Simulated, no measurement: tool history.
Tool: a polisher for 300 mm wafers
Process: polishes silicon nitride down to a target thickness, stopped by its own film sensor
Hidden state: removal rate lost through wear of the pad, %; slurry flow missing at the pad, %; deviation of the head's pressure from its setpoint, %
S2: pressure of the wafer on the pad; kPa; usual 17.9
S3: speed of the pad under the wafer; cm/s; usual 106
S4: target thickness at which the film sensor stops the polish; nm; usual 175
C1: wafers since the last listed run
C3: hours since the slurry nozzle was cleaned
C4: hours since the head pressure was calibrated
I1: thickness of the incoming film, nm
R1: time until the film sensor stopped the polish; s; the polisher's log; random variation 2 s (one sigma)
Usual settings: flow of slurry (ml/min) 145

Run 1, hour 0: usual settings but flow of slurry (ml/min) 120; C1 0; wafers polished on this pad 470; C3 663.7; C4 1250.7; I1 363.4. Result: R1 197.5 s.
Run 2, hour 6.1: usual settings but flow of slurry (ml/min) 120; C1 28; wafers polished on this pad 499; C3 669.8; C4 1256.8; I1 360.3. Result: R1 190.2 s.
Run 3, hour 17.2: usual settings but flow of slurry (ml/min) 120; C1 52; wafers polished on this pad 551; C3 680.9; C4 1267.9; I1 358.8. Result: R1 192.2 s.
Run 4, hour 23.4: usual settings but S4 209 nm; C1 29; wafers polished on this pad 581; C3 687.1; C4 1274.1; I1 358.4. Result: R1 151.1 s.
Run 5, hour 40.1: usual settings but S3 92 cm/s, S4 154 nm; C1 78; wafers polished on this pad 660; C3 703.8; C4 1290.8; I1 359.2. Result: R1 229.9 s.
Run 6, hour 52.1: usual settings but S3 92 cm/s, S4 154 nm; C1 56; wafers polished on this pad 716; C3 715.8; C4 1302.8; I1 358.5. Result: R1 229.6 s.
At hour 60.3: slurry nozzle cleaned.
Run 7, hour 60.8: usual settings but S2 14.5 kPa; C1 36; wafers polished on this pad 753; C3 0.5; C4 1311.5; I1 354.8. Result: R1 227 s.
Run 8, hour 68.9: usual settings but S2 14.5 kPa; C1 38; wafers polished on this pad 791; C3 8.6; C4 1319.6; I1 357.3. Result: R1 232.2 s.
At hour 76.5: head pressure recalibrated.
Run 9, hour 80.7: usual settings but S4 222 nm; C1 46; wafers polished on this pad 838; C3 20.4; C4 4.2; I1 362.1. Result: R1 145.2 s.
Run 10, hour 87: usual settings but flow of slurry (ml/min) 160, S4 133 nm; C1 29; wafers polished on this pad 867; C3 26.7; C4 10.5; I1 357.2. Result: R1 229.1 s.

The next listed run, before its measurement:
At hour 92.9: worn pad replaced by a new one.
Run 11, hour 94.6: usual settings; C1 17; wafers polished on this pad 8; C3 34.3; C4 18.1; I1 358.9. Result: R1 ?.

Run 11 gave R1 176.3 s.
Without the tool's hidden state the same run would have given R1 175.6 s.
